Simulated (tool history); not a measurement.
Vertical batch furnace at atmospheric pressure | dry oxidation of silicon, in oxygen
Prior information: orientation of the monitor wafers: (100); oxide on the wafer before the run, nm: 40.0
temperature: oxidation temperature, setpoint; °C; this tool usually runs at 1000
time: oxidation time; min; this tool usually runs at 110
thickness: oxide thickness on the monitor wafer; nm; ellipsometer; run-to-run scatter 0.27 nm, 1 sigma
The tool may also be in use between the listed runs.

run    hour  temperature   time  read-back reference wafer on the same gauge, thickness  thickness
  1       0         1000    110                                                   75.85      92.16
  2    69.9         1000    110                                                   75.95      92.29
  3   123.5         1000    110                                                   75.85      92.58
  4   154.8         1000     73                                                   75.97       76.4
  5   204.2         1000     73                                                   75.98      76.21
  6   233.1         1000     73                                                   75.93      76.26
  7   295.9          989   74.5                                                   75.87      72.65
  8   347.3         1000    110                                                   75.86      92.48
  9   396.6         1000    110                                                   75.99      92.88
 10   445.9         1000    110                                                   75.96      92.49
 11   480.2         1000   81.5                                                   75.86      80.07
 12   537.4         1000    110                                                   75.98      92.72
 13   602.6         1000    110                                                    75.9       92.5
      662.6  -- boat lift adjusted
 14   663.1         1000    110                                                   75.91       92.7
      680.8  -- gauge calibrated
 15   719.1         1000    140                                                   75.89     104.85
 16     745         1000    140                                                   75.85     104.94
 17     800         1000    110                                                   75.93       92.8
 18   871.8         1020    124                                                   75.89        113
 19   919.6          975   94.5                                                   75.85      74.75
 20   970.8          983     79                                                   75.88      72.43
 21  1033.4         1000    110                                                    75.9      92.75
 22  1100.8          980    110                                                   75.82      82.13
 23  1141.9          993    110                                                   75.92      89.07
 24  1213.1         1000    110                                                   75.88      92.75
 25  1261.6          992    110                                                    75.9      87.83
 26  1328.8          993    156                                                   75.94     106.02
 27  1375.6          993  132.5                                                   75.88      97.24
 28  1409.8         1000    110                                                   75.91      92.75
 29  1440.3          986  128.5                                                    75.9      91.97
       1521  -- thermocouples replaced and temperature profile calibrated
 30  1521.5         1000    110                                                   75.95      90.37
 31  1532.8          978  137.5                                                   75.92       89.2
 32  1571.8         1000    110                                                   75.96      90.37
 33  1604.3         1000    110                                                   75.96      90.08
 34  1668.1         1000    110                                                   75.93      90.22
 35  1717.3         1000    110                                                   75.89      90.28
 36    1786          993  147.5                                                   75.84     100.51
 37  1941.5          979   58.5                                                   75.93      62.11
 38  1967.9         1015  149.5                                                   75.83     117.84
 39  2032.7         1000    110                                                   75.94      91.47

Branching from run 39: 4 alternative next runs. What would each branch give?
  A  2038.4         1000   110                                                       ?          ?
  B  2038.4          979   110                                                       ?          ?
  C  2038.4         1017   138                                                       ?          ?
  D  2038.4          978   110                                                       ?          ?

run  read-back reference wafer on the same gauge, thickness  thickness
  A                                                   75.93      91.32
  B                                                   75.93      80.98
  C                                                   75.93      115.1
  D                                                   75.93      80.58
What these runs would have given with no unlogged condition in the tool:
run  thickness
  A      89.96
  B      80.05
  C     113.24
  D      79.67
